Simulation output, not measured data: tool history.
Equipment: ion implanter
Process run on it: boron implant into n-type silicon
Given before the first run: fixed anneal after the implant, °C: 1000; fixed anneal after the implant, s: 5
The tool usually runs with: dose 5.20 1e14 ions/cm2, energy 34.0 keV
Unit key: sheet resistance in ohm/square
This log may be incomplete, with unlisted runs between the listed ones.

run   hour  dose  energy  read-back reference wafer on the same gauge, sheet resistance  sheet resistance
  1    0.0  5.20    34.0                                                         150.03            172.17
  2   19.2  5.20    34.0                                                         149.98            172.54
  3   52.5  5.20    34.0                                                         150.06            172.09
  4   84.3  5.20    34.0                                                         149.95            172.51
  5  119.7  5.20    34.0                                                         150.01            173.09
  6  135.7  5.20    34.0                                                         149.90            172.86
  7  166.7  5.20    34.0                                                         150.02            173.13
  8  199.3  5.20    34.0                                                         150.06            172.70
     228.5  -- extraction supply calibrated
  9  281.6  4.80    34.0                                                         150.00            185.19
 10  313.8  5.20    34.0                                                         149.99            173.39
 11  342.5  5.20    34.0                                                         149.96            174.24
     343.6  -- gauge calibrated
 12  368.8  5.20    34.0                                                         149.98            173.83
     396.7  -- Faraday cup replaced and dose calibrated
 13  397.2  5.20    34.0                                                         149.99            170.87
 14  412.9  5.20    34.0                                                         149.99            170.70
 15  430.6  5.20    34.0                                                         149.96            170.55
 16  449.2  5.20    34.0                                                         150.10            170.60
 17  465.8  5.20    34.0                                                         150.04            170.66
 18  488.4  5.86    37.5                                                         149.94            153.64
 19  517.8  5.20    34.0                                                         149.97            170.08
 20  533.5  6.29    34.0                                                         150.03            145.70
 21  566.6  6.24    25.0                                                         149.98            150.40
 22  596.0  5.20    28.5                                                         149.97            172.99
 23  617.2  6.14    34.0                                                         150.02            148.91
 24  648.6  4.57    24.0                                                         150.01            195.19
 25  667.7  5.74    34.0                                                         150.03            157.77
 26  694.6  5.20    34.0                                                         150.01            170.20
 27  726.4  5.20    34.0                                                         150.01            170.84
 28  746.6  3.65    37.5                                                         150.00            223.62
 29  780.0  5.20    34.0                                                         150.08            170.82
 30  796.7  5.20    34.0                                                         150.04            170.52
 31  832.3  5.20    40.5                                                         149.98            168.42
 32  847.6  3.78    38.5                                                         149.99            217.02
 33  869.9  5.20    34.0                                                         149.93            170.89
 34  895.2  6.62    41.5                                                         150.00            138.60
 35  910.5  5.20    34.0                                                         149.97            170.99
 36  932.2  4.76    34.0                                                         150.00            183.49
 37  965.0  5.20    34.0                                                         149.97            171.14

Some steps in sheet resistance between neighbouring runs. How much of each would the tool show without its hidden state too (settings, what came in, random variation), and how much is left for the hidden state, with any gauge scatter that isn't in both results?
The tool's hidden condition here consists of: deviation of the true dose from the Faraday cup's reading, %; deviation of the true energy from its setpoint, %; gauge reads high (%).
Run 8 -> 9: dose 5.20 -> 4.80, extraction supply calibrated. sheet resistance +12.49 ohm/square: hidden state +0.58, all else +11.91.
Run 10 -> 11: no setting touched and nothing written in the log between the runs. sheet resistance +0.85 ohm/square: hidden state +0.18, all else +0.67.
Run 12 -> 13: Faraday cup replaced and dose calibrated. sheet resistance -2.96 ohm/square: hidden state -3.60, all else +0.64.
Run 27 -> 28: dose 5.20 -> 3.65, energy 34.0 -> 37.5. sheet resistance +52.78 ohm/square: hidden state -0.04, all else +52.82.
Run 28 -> 29: dose 3.65 -> 5.20, energy 37.5 -> 34.0. sheet resistance -52.80 ohm/square: hidden state +0.13, all else -52.93.
Run 31 -> 32: dose 5.20 -> 3.78, energy 40.5 -> 38.5. sheet resistance +48.60 ohm/square: hidden state +0.01, all else +48.59.
